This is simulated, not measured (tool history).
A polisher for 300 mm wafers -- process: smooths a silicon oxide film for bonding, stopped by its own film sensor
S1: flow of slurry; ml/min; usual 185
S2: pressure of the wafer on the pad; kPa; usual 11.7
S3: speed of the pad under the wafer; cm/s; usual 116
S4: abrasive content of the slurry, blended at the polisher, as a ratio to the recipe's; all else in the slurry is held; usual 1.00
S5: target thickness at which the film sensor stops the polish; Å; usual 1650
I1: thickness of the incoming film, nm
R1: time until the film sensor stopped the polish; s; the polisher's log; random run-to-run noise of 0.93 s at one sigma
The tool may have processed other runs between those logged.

| run | hour | S1 | S2 | S3 | S4 | S5 | I1 | R1 |
|---|---|---|---|---|---|---|---|---|
| 1 | 0.0 | 185 | 11.7 | 116 | 1.00 | 1650 | 220.3 | 70.5 |
| 2 | 27.0 | 185 | 11.7 | 116 | 1.00 | 1650 | 220.5 | 69.6 |
| 3 | 95.6 | 185 | 11.7 | 116 | 1.00 | 1650 | 216.3 | 63.5 |
| 4 | 138.2 | 185 | 11.7 | 116 | 1.00 | 1650 | 221.3 | 70.2 |
|  | 143.9 | head pressure recalibrated |
| 5 | 207.5 | 185 | 11.7 | 116 | 1.00 | 1650 | 220.4 | 73.4 |
|  | 351.4 | slurry blender recalibrated |
|  | 368.7 | worn pad replaced by a new one |
|  | 395.0 | slurry nozzle cleaned |
| 6 | 405.5 | 185 | 11.7 | 116 | 1.00 | 1650 | 219.7 | 70.6 |
| 7 | 476.7 | 185 | 11.7 | 116 | 1.00 | 1650 | 220.5 | 70.0 |
|  | 491.9 | head pressure recalibrated |
| 8 | 544.4 | 185 | 11.7 | 116 | 1.00 | 1650 | 216.5 | 67.5 |
| 9 | 569.5 | 185 | 11.7 | 116 | 1.00 | 1650 | 221.0 | 73.3 |
| 10 | 620.4 | 185 | 11.7 | 116 | 1.00 | 1650 | 218.9 | 69.1 |
| 11 | 683.3 | 185 | 11.7 | 116 | 1.00 | 1650 | 224.1 | 77.1 |
| 12 | 718.2 | 185 | 11.7 | 116 | 1.00 | 1650 | 223.9 | 74.1 |
|  | 745.7 | slurry blender recalibrated |
|  | 752.9 | worn pad replaced by a new one |
| 13 | 789.3 | 185 | 11.7 | 116 | 1.00 | 1650 | 220.3 | 70.2 |
|  | 809.0 | slurry nozzle cleaned |
| 14 | 829.1 | 150 | 9.0 | 142 | 1.00 | 1650 | 221.1 | 78.0 |
|  | 861.5 | head pressure recalibrated |
| 15 | 865.7 | 185 | 11.7 | 116 | 1.15 | 1650 | 221.8 | 73.0 |
| 16 | 925.1 | 185 | 11.7 | 116 | 1.00 | 1650 | 216.1 | 67.8 |
| 17 | 968.0 | 185 | 11.7 | 116 | 1.00 | 1650 | 220.4 | 71.6 |
| 18 | 1032.1 | 185 | 11.7 | 116 | 1.00 | 1650 | 221.1 | 71.4 |
| 19 | 1076.7 | 185 | 10.3 | 116 | 1.00 | 1650 | 219.6 | 78.4 |
| 20 | 1114.5 | 220 | 11.7 | 148 | 1.20 | 1650 | 219.2 | 51.0 |
| 21 | 1181.2 | 185 | 15.2 | 116 | 1.00 | 1790 | 218.4 | 39.1 |
|  | 1197.0 | worn pad replaced by a new one |
|  | 1203.0 | slurry nozzle cleaned |
|  | 1207.0 | slurry blender recalibrated |
|  | 1209.7 | head pressure recalibrated |
| 22 | 1218.0 | 185 | 9.0 | 88 | 1.10 | 1650 | 220.6 | 115.5 |
| 23 | 1347.4 | 185 | 11.7 | 116 | 1.00 | 1650 | 219.2 | 69.2 |
| 24 | 1403.8 | 160 | 11.7 | 116 | 1.00 | 1650 | 220.4 | 71.9 |
| 25 | 1474.2 | 185 | 11.7 | 116 | 1.00 | 1650 | 218.6 | 67.5 |
| 26 | 1502.5 | 130 | 8.3 | 116 | 0.90 | 1550 | 220.8 | 127.6 |
| 27 | 1531.6 | 130 | 11.7 | 104 | 1.15 | 1830 | 217.8 | 49.0 |
|  | 1581.3 | worn pad replaced by a new one |
|  | 1582.2 | head pressure recalibrated |
| 28 | 1582.7 | 185 | 15.9 | 92 | 1.30 | 1770 | 216.4 | 44.3 |
|  | 1604.9 | slurry nozzle cleaned |
|  | 1640.9 | slurry blender recalibrated |
| 29 | 1656.4 | 160 | 11.7 | 116 | 0.80 | 1650 | 218.3 | 74.9 |

Run-by-run hidden state of the tool:
removal rate lost through wear of the pad, %: 0 at every run
slurry flow missing at the pad, %: 0 at every run
abrasive missing from the slurry, %: 0 at every run
H1: deviation of the head's pressure from its setpoint, %
| run | H1 |
|---|---|
| 1 | 8.5 |
| 2 | 8.73 |
| 3 | 9.14 |
| 4 | 9.31 |
| 5 | 2.81 |
| 6 | 6.79 |
| 7 | 7.29 |
| 8 | 2.93 |
| 9 | 3.88 |
| 10 | 5.35 |
| 11 | 6.54 |
| 12 | 7 |
| 13 | 7.64 |
| 14 | 7.87 |
| 15 | 1.04 |
| 16 | 3.89 |
| 17 | 5.3 |
| 18 | 6.72 |
| 19 | 7.38 |
| 20 | 7.79 |
| 21 | 8.29 |
| 22 | 0.728 |
| 23 | 5.52 |
| 24 | 6.54 |
| 25 | 7.35 |
| 26 | 7.57 |
| 27 | 7.75 |
| 28 | 1.12 |
| 29 | 4.58 |
